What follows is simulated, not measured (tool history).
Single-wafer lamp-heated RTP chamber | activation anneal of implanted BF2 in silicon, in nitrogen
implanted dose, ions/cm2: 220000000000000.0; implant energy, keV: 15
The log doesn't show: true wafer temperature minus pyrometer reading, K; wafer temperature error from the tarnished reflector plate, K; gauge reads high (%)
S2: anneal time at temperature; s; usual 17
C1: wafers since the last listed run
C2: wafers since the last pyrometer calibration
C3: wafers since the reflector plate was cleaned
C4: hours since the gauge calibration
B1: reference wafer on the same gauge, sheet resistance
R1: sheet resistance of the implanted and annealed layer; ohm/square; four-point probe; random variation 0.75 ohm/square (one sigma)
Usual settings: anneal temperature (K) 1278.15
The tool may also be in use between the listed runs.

run 1 hour=0.0 | anneal_temperature_(K)=1278.15 S2=17 | C1=0 C2=4826 C3=8492 C4=954.2 | B1=592.10 | R1=501.04
run 2 hour=49.6 | anneal_temperature_(K)=1278.15 S2=17 | C1=701 C2=5528 C3=9194 C4=1003.8 | B1=592.10 | R1=502.14
-- hour=81.6 pyrometer window cleaned and pyrometer calibrated
run 3 hour=117.5 | anneal_temperature_(K)=1278.15 S2=17 | C1=847 C2=507 C3=10041 C4=1071.7 | B1=591.82 | R1=502.76
run 4 hour=184.2 | anneal_temperature_(K)=1268.15 S2=17 | C1=943 C2=1450 C3=10984 C4=1138.4 | B1=591.92 | R1=502.47
run 5 hour=231.5 | anneal_temperature_(K)=1268.15 S2=17 | C1=668 C2=2119 C3=11653 C4=1185.7 | B1=592.00 | R1=503.83
run 6 hour=256.6 | anneal_temperature_(K)=1260.15 S2=9 | C1=354 C2=2474 C3=12008 C4=1210.8 | B1=592.30 | R1=507.46
-- hour=308.6 reflector plate cleaned
run 7 hour=309.1 | anneal_temperature_(K)=1260.15 S2=9 | C1=629 C2=3103 C3=6 C4=1263.3 | B1=592.33 | R1=506.23
run 8 hour=337.2 | anneal_temperature_(K)=1278.15 S2=17 | C1=397 C2=3501 C3=404 C4=1291.4 | B1=591.94 | R1=501.87
-- hour=389.0 gauge calibrated
run 9 hour=390.7 | anneal_temperature_(K)=1278.15 S2=17 | C1=756 C2=4257 C3=1160 C4=1.7 | B1=592.04 | R1=502.77
-- hour=416.2 pyrometer window cleaned and pyrometer calibrated
run 10 hour=418.5 | anneal_temperature_(K)=1278.15 S2=17 | C1=280 C2=32 C3=1440 C4=29.5 | B1=592.23 | R1=501.06
run 11 hour=462.5 | anneal_temperature_(K)=1304.15 S2=17 | C1=622 C2=654 C3=2063 C4=73.5 | B1=591.78 | R1=500.77
run 12 hour=529.5 | anneal_temperature_(K)=1260.15 S2=9 | C1=947 C2=1602 C3=3010 C4=140.5 | B1=592.02 | R1=506.77
run 13 hour=555.9 | anneal_temperature_(K)=1278.15 S2=17 | C1=373 C2=1975 C3=3384 C4=166.9 | B1=591.86 | R1=502.54
run 14 hour=584.4 | anneal_temperature_(K)=1278.15 S2=17 | C1=403 C2=2378 C3=3787 C4=195.4 | B1=592.02 | R1=500.93

Forecast run 15:
run 15 hour=613.8 | anneal_temperature_(K)=1278.15 S2=24 | C1=415 C2=2794 C3=4202 C4=224.8 | B1=? | R1=?

Run 15 gave B1 592.12, R1 499.71 ohm/square.
Without the tool's hidden state the same run would have given R1 499.71 ohm/square.
